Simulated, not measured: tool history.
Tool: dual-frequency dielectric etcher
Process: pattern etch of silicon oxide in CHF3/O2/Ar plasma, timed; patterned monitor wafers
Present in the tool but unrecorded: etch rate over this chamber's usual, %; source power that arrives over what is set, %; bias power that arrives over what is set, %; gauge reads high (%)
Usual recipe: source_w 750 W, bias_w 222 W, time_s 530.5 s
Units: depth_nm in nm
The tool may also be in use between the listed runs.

run,hour,source_w,bias_w,time_s,wafers since the last listed run,hours since the last wet clean,hours since the last source power generator calibration,hours since the last bias power generator calibration,hours since the last upper electrode change,hours since the gauge calibration,"read-back reference wafer on the same gauge, depth_nm",depth_nm
1,0.0,750,222,530.5,0,59.5,1979.7,1870.7,1783.9,45.3,1170.0,1245.3
2,213.5,750,222,530.5,907,273.0,2193.2,2084.2,1997.4,258.8,1170.0,1250.3
3,277.5,750,222,530.5,272,337.0,2257.2,2148.2,2061.4,322.8,1169.4,1249.1
4,365.6,750,222,530.5,374,425.1,2345.3,2236.3,2149.5,410.9,1169.6,1250.8
# hour 403.8: upper electrode replaced
5,425.2,750,222,530.5,151,484.7,2404.9,2295.9,21.4,470.5,1170.3,1247.2
# hour 445.4: bias power generator calibrated
# hour 525.6: wet clean of the chamber
6,526.1,750,222,530.5,309,0.5,2505.8,80.7,122.3,571.4,1169.9,1263.0
# hour 541.3: gauge calibrated
7,569.6,750,222,530.5,184,44.0,2549.3,124.2,165.8,28.3,1170.3,1272.3
# hour 599.8: bias power generator calibrated, repeated, since the last time left the tool worse
# hour 616.9: source power generator calibrated
8,673.3,750,222,530.5,406,147.7,56.4,73.5,269.5,132.0,1170.1,1236.8
9,746.7,560,188,530.5,312,221.1,129.8,146.9,342.9,205.4,1170.1,1072.1
10,788.6,610,260,385.5,178,263.0,171.7,188.8,384.8,247.3,1169.7,900.3
11,880.1,750,222,415.0,389,354.5,263.2,280.3,476.3,338.8,1170.0,964.7
12,985.6,880,273,530.5,448,460.0,368.7,385.8,581.8,444.3,1170.7,1401.4
13,1034.6,750,241,530.5,208,509.0,417.7,434.8,630.8,493.3,1169.6,1282.4
# hour 1099.2: wet clean of the chamber
14,1099.7,750,222,530.5,174,0.5,482.8,499.9,695.9,558.4,1169.9,1244.1
# hour 1146.2: gauge calibrated
15,1169.6,830,204,394.5,297,70.4,552.7,569.8,765.8,23.4,1170.3,922.6

Below are 5 alternative next runs, each starting from the tool's condition after run 15. Predict each:
A,1170.2,750,222,530.5,2,71.0,553.3,570.4,766.4,24.0,?,?
B,1170.2,750,272,530.5,2,71.0,553.3,570.4,766.4,24.0,?,?
C,1170.2,750,246,530.5,2,71.0,553.3,570.4,766.4,24.0,?,?
D,1170.2,680,222,603.0,2,71.0,553.3,570.4,766.4,24.0,?,?
E,1170.2,580,253,461.5,2,71.0,553.3,570.4,766.4,24.0,?,?

run,"read-back reference wafer on the same gauge, depth_nm",depth_nm
A,1170.2,1242.1
B,1170.2,1340.4
C,1170.2,1290.5
D,1170.2,1374.4
E,1170.2,1059.7
With the hidden condition removed and each run's random variation left untouched, the same runs would have given:
run,depth_nm
A,1237.3
B,1335.1
C,1285.5
D,1369.1
E,1055.5
